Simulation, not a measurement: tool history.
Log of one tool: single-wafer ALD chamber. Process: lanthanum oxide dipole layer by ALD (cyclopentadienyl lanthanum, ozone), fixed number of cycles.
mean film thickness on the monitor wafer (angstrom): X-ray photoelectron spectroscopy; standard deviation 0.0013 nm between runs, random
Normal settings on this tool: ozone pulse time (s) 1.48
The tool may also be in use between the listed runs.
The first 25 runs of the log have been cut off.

| run | hour | ozone pulse time (s) | read-back reference wafer on the same gauge, thickness_nm | mean film thickness on the monitor wafer (angstrom) |
|---|---|---|---|---|
| 26 | 1317.3 | 1.48 | 0.546 | 5.36 |
| 27 | 1350.8 | 1.30 | 0.546 | 5.31 |
| 28 | 1396.3 | 1.91 | 0.546 | 5.47 |
| 29 | 1450.9 | 1.89 | 0.545 | 5.46 |
| 30 | 1494.7 | 1.48 | 0.546 | 5.36 |
| 31 | 1542.5 | 1.09 | 0.546 | 5.19 |
| 32 | 1611.9 | 1.17 | 0.546 | 5.26 |
| 33 | 1650.9 | 1.02 | 0.546 | 5.19 |

Consider 5 possible next runs. They are alternatives, not a sequence: every one starts from the tool as it was left by run 33. What does each give?
| A | 1651.3 | 1.48 | ? | ? |
| B | 1651.3 | 1.77 | ? | ? |
| C | 1651.3 | 1.75 | ? | ? |
| D | 1651.3 | 1.65 | ? | ? |
| E | 1651.3 | 1.68 | ? | ? |

| run | read-back reference wafer on the same gauge, thickness_nm | mean film thickness on the monitor wafer (angstrom) |
|---|---|---|
| A | 0.546 | 5.33 |
| B | 0.546 | 5.41 |
| C | 0.546 | 5.41 |
| D | 0.546 | 5.38 |
| E | 0.546 | 5.39 |
Without the tool's hidden state the same runs would have given:
| run | mean film thickness on the monitor wafer (angstrom) |
|---|---|
| A | 5.35 |
| B | 5.43 |
| C | 5.42 |
| D | 5.40 |
| E | 5.41 |

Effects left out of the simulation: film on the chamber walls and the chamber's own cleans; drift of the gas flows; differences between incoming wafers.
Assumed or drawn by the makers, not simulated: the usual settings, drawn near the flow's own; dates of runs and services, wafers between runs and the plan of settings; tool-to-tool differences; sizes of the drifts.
